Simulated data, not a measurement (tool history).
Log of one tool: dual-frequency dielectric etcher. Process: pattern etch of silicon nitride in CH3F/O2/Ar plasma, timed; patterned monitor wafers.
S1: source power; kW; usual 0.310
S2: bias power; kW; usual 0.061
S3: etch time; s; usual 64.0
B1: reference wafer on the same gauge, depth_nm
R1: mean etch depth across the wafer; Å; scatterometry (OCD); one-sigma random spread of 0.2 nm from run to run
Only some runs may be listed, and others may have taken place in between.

run   hour     S1     S2    S3     B1     R1
  1    0.0  0.310  0.072  64.0  37.34  440.3
      59.6  -- bias power generator calibrated
  2   64.0  0.310  0.071  64.0  37.42  437.7
  3  117.8  0.310  0.071  64.0  37.38  438.9
     192.4  -- wet clean of the chamber, repeated, since the last time left the tool worse
  4  192.9  0.310  0.071  64.0  37.39  413.6
  5  229.6  0.310  0.061  56.5  37.41  351.6
  6  279.0  0.310  0.070  64.0  37.46  414.1
  7  324.1  0.350  0.061  76.5  37.37  501.3
     350.6  -- source power generator calibrated
  8  384.3  0.310  0.061  64.0  37.35  401.8
  9  442.1  0.310  0.073  64.0  37.38  421.7
 10  491.3  0.380  0.061  70.0  37.39  485.7
 11  516.1  0.280  0.061  47.5  37.50  283.4
 12  566.9  0.310  0.061  64.0  37.44  406.0
 13  596.8  0.310  0.061  64.0  37.38  404.7
 14  625.6  0.250  0.070  64.0  37.34  382.3
     632.1  -- gauge calibrated
     660.0  -- wet clean of the chamber
 15  692.2  0.310  0.064  64.0  37.44  404.4
 16  758.8  0.310  0.070  64.0  37.43  416.2
 17  795.3  0.310  0.053  71.0  37.40  426.5
 18  826.4  0.310  0.054  64.0  37.44  390.0
 19  861.7  0.360  0.061  64.0  37.37  430.0
 20  905.6  0.310  0.061  64.0  37.41  403.7
 21  960.6  0.310  0.061  64.0  37.39  404.4
 22  996.8  0.310  0.061  64.0  37.36  404.9

What does the tool deliver on the next run?
     1087.3  -- wet clean of the chamber
 23  1087.8  0.280  0.071  47.5   ?   ?

For run 23 the tool returned B1 37.34, R1 293.0 Å.
Were there no unlogged condition in the tool, this run, its random variation unchanged, would have produced R1 293.2 Å.

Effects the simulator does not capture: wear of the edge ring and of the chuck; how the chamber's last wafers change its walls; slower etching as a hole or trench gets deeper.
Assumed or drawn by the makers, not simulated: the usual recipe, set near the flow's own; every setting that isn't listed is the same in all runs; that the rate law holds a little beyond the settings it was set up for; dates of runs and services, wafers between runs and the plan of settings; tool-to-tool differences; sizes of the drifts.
